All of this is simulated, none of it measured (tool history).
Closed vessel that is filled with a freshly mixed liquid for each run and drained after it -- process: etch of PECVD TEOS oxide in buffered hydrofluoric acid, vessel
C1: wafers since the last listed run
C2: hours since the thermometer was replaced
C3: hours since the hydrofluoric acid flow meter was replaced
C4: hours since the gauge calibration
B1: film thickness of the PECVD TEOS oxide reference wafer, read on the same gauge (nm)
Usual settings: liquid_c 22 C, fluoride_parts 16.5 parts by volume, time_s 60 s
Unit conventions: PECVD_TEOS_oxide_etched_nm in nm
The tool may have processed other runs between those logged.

run 1 day=0 | liquid_c=22 fluoride_parts=16.5 time_s=60 | C1=0 C2=447.7 C3=628.1 C4=400.9 | B1=109.99 | PECVD_TEOS_oxide_etched_nm=63.57
run 2 day=1.346 | liquid_c=22 fluoride_parts=16.5 time_s=60 | C1=4573 C2=480 C3=660.4 C4=433.2 | B1=110.01 | PECVD_TEOS_oxide_etched_nm=63.41
run 3 day=1.921 | liquid_c=22 fluoride_parts=16.5 time_s=60 | C1=1954 C2=493.8 C3=674.2 C4=447 | B1=110 | PECVD_TEOS_oxide_etched_nm=63.22
run 4 day=3.658 | liquid_c=22 fluoride_parts=16.5 time_s=60 | C1=5905 C2=535.5 C3=715.9 C4=488.7 | B1=110.01 | PECVD_TEOS_oxide_etched_nm=62.06
run 5 day=6.471 | liquid_c=22 fluoride_parts=16.5 time_s=60 | C1=9558 C2=603 C3=783.4 C4=556.2 | B1=109.99 | PECVD_TEOS_oxide_etched_nm=63.22
run 6 day=7.029 | liquid_c=22 fluoride_parts=16.5 time_s=60 | C1=1897 C2=616.4 C3=796.8 C4=569.6 | B1=109.98 | PECVD_TEOS_oxide_etched_nm=63.89
run 7 day=7.746 | liquid_c=22 fluoride_parts=16.5 time_s=60 | C1=2435 C2=633.6 C3=814 C4=586.8 | B1=110 | PECVD_TEOS_oxide_etched_nm=64.91
-- day=8.167 gauge calibrated
run 8 day=8.854 | liquid_c=22 fluoride_parts=16.5 time_s=60 | C1=3766 C2=660.2 C3=840.6 C4=16.5 | B1=109.99 | PECVD_TEOS_oxide_etched_nm=62.76
-- day=9.229 thermometer replaced
run 9 day=10.067 | liquid_c=22 fluoride_parts=16.5 time_s=60 | C1=3979 C2=20.1 C3=869.7 C4=45.6 | B1=110.02 | PECVD_TEOS_oxide_etched_nm=59.45
run 10 day=11.546 | liquid_c=22 fluoride_parts=16.5 time_s=60 | C1=5027 C2=55.6 C3=905.2 C4=81.1 | B1=109.99 | PECVD_TEOS_oxide_etched_nm=61.11
run 11 day=12.671 | liquid_c=22 fluoride_parts=16.5 time_s=60 | C1=3823 C2=82.6 C3=932.2 C4=108.1 | B1=110.03 | PECVD_TEOS_oxide_etched_nm=60.74
run 12 day=13.879 | liquid_c=22 fluoride_parts=16.5 time_s=60 | C1=4106 C2=111.6 C3=961.2 C4=137.1 | B1=109.98 | PECVD_TEOS_oxide_etched_nm=60.26
run 13 day=14.571 | liquid_c=22 fluoride_parts=16.5 time_s=60 | C1=2350 C2=128.2 C3=977.8 C4=153.7 | B1=109.99 | PECVD_TEOS_oxide_etched_nm=61.01
run 14 day=15.938 | liquid_c=22 fluoride_parts=16.5 time_s=60 | C1=4644 C2=161 C3=1010.6 C4=186.5 | B1=110.02 | PECVD_TEOS_oxide_etched_nm=60.83
run 15 day=16.604 | liquid_c=22 fluoride_parts=16.5 time_s=60 | C1=2265 C2=177 C3=1026.6 C4=202.5 | B1=109.99 | PECVD_TEOS_oxide_etched_nm=61.05
run 16 day=18.512 | liquid_c=20.5 fluoride_parts=21 time_s=80 | C1=6485 C2=222.8 C3=1072.4 C4=248.3 | B1=109.95 | PECVD_TEOS_oxide_etched_nm=60.87
run 17 day=19.612 | liquid_c=26.5 fluoride_parts=19 time_s=60 | C1=3738 C2=249.2 C3=1098.8 C4=274.7 | B1=110.01 | PECVD_TEOS_oxide_etched_nm=68.28
run 18 day=20.371 | liquid_c=18.5 fluoride_parts=12 time_s=45 | C1=2577 C2=267.4 C3=1117 C4=292.9 | B1=110.02 | PECVD_TEOS_oxide_etched_nm=52.99
run 19 day=20.958 | liquid_c=19.5 fluoride_parts=16.5 time_s=75 | C1=1996 C2=281.5 C3=1131.1 C4=307 | B1=110.04 | PECVD_TEOS_oxide_etched_nm=68
run 20 day=22.417 | liquid_c=18 fluoride_parts=16.5 time_s=60 | C1=4956 C2=316.5 C3=1166.1 C4=342 | B1=109.98 | PECVD_TEOS_oxide_etched_nm=50.1
-- day=22.767 hydrofluoric acid flow meter replaced
run 21 day=23.5 | liquid_c=22 fluoride_parts=16.5 time_s=60 | C1=3540 C2=342.5 C3=17.6 C4=368 | B1=110.03 | PECVD_TEOS_oxide_etched_nm=62.22
run 22 day=24.296 | liquid_c=22 fluoride_parts=16.5 time_s=75 | C1=2704 C2=361.6 C3=36.7 C4=387.1 | B1=109.97 | PECVD_TEOS_oxide_etched_nm=77.96
run 23 day=25.779 | liquid_c=20.5 fluoride_parts=21 time_s=80 | C1=5041 C2=397.2 C3=72.3 C4=422.7 | B1=110.01 | PECVD_TEOS_oxide_etched_nm=61.3
run 24 day=26.35 | liquid_c=22 fluoride_parts=10 time_s=75 | C1=1940 C2=410.9 C3=86 C4=436.4 | B1=109.94 | PECVD_TEOS_oxide_etched_nm=127.41
run 25 day=26.908 | liquid_c=19.5 fluoride_parts=16.5 time_s=75 | C1=1897 C2=424.3 C3=99.4 C4=449.8 | B1=110.01 | PECVD_TEOS_oxide_etched_nm=69.24
run 26 day=28.025 | liquid_c=22 fluoride_parts=16.5 time_s=60 | C1=3795 C2=451.1 C3=126.2 C4=476.6 | B1=110.02 | PECVD_TEOS_oxide_etched_nm=63.45
run 27 day=28.771 | liquid_c=26 fluoride_parts=22 time_s=45 | C1=2534 C2=469 C3=144.1 C4=494.5 | B1=110.01 | PECVD_TEOS_oxide_etched_nm=44.76
run 28 day=30.112 | liquid_c=24.5 fluoride_parts=10.5 time_s=60 | C1=4559 C2=501.2 C3=176.3 C4=526.7 | B1=109.96 | PECVD_TEOS_oxide_etched_nm=112.62
run 29 day=30.971 | liquid_c=20.5 fluoride_parts=20.5 time_s=30 | C1=2917 C2=521.8 C3=196.9 C4=547.3 | B1=109.99 | PECVD_TEOS_oxide_etched_nm=23.92
run 30 day=31.962 | liquid_c=22 fluoride_parts=12 time_s=60 | C1=3370 C2=545.6 C3=220.7 C4=571.1 | B1=110.01 | PECVD_TEOS_oxide_etched_nm=85.8
-- day=32.842 thermometer replaced
run 31 day=33.454 | liquid_c=22 fluoride_parts=11.5 time_s=95 | C1=4927 C2=14.7 C3=256.5 C4=606.9 | B1=110 | PECVD_TEOS_oxide_etched_nm=133.43
run 32 day=34.3 | liquid_c=22 fluoride_parts=16.5 time_s=60 | C1=2874 C2=35 C3=276.8 C4=627.2 | B1=109.99 | PECVD_TEOS_oxide_etched_nm=61.59

Pick out some run-to-run changes in PECVD_TEOS_oxide_etched_nm. Of each, how much would a tool without hidden state show as well, from the settings, what came in and chance, and how much is left for the hidden state and any gauge scatter not in both results compared?
The hidden state here: liquid hotter than its thermometer reads (K); hydrofluoric acid flow below the setpoint (%); gauge reads high (%).
Run 8 -> 9: thermometer replaced. PECVD_TEOS_oxide_etched_nm -3.31 nm: hidden state -3.98, all else +0.67.
Run 27 -> 28: liquid_c 26 -> 24.5, fluoride_parts 22 -> 10.5, time_s 45 -> 60. PECVD_TEOS_oxide_etched_nm +67.86 nm: hidden state +3.97, all else +63.89.
Run 28 -> 29: liquid_c 24.5 -> 20.5, fluoride_parts 10.5 -> 20.5, time_s 60 -> 30. PECVD_TEOS_oxide_etched_nm -88.7 nm: hidden state -4.89, all else -83.81.
Run 31 -> 32: fluoride_parts 11.5 -> 16.5, time_s 95 -> 60. PECVD_TEOS_oxide_etched_nm -71.84 nm: hidden state -0.89, all else -70.95.

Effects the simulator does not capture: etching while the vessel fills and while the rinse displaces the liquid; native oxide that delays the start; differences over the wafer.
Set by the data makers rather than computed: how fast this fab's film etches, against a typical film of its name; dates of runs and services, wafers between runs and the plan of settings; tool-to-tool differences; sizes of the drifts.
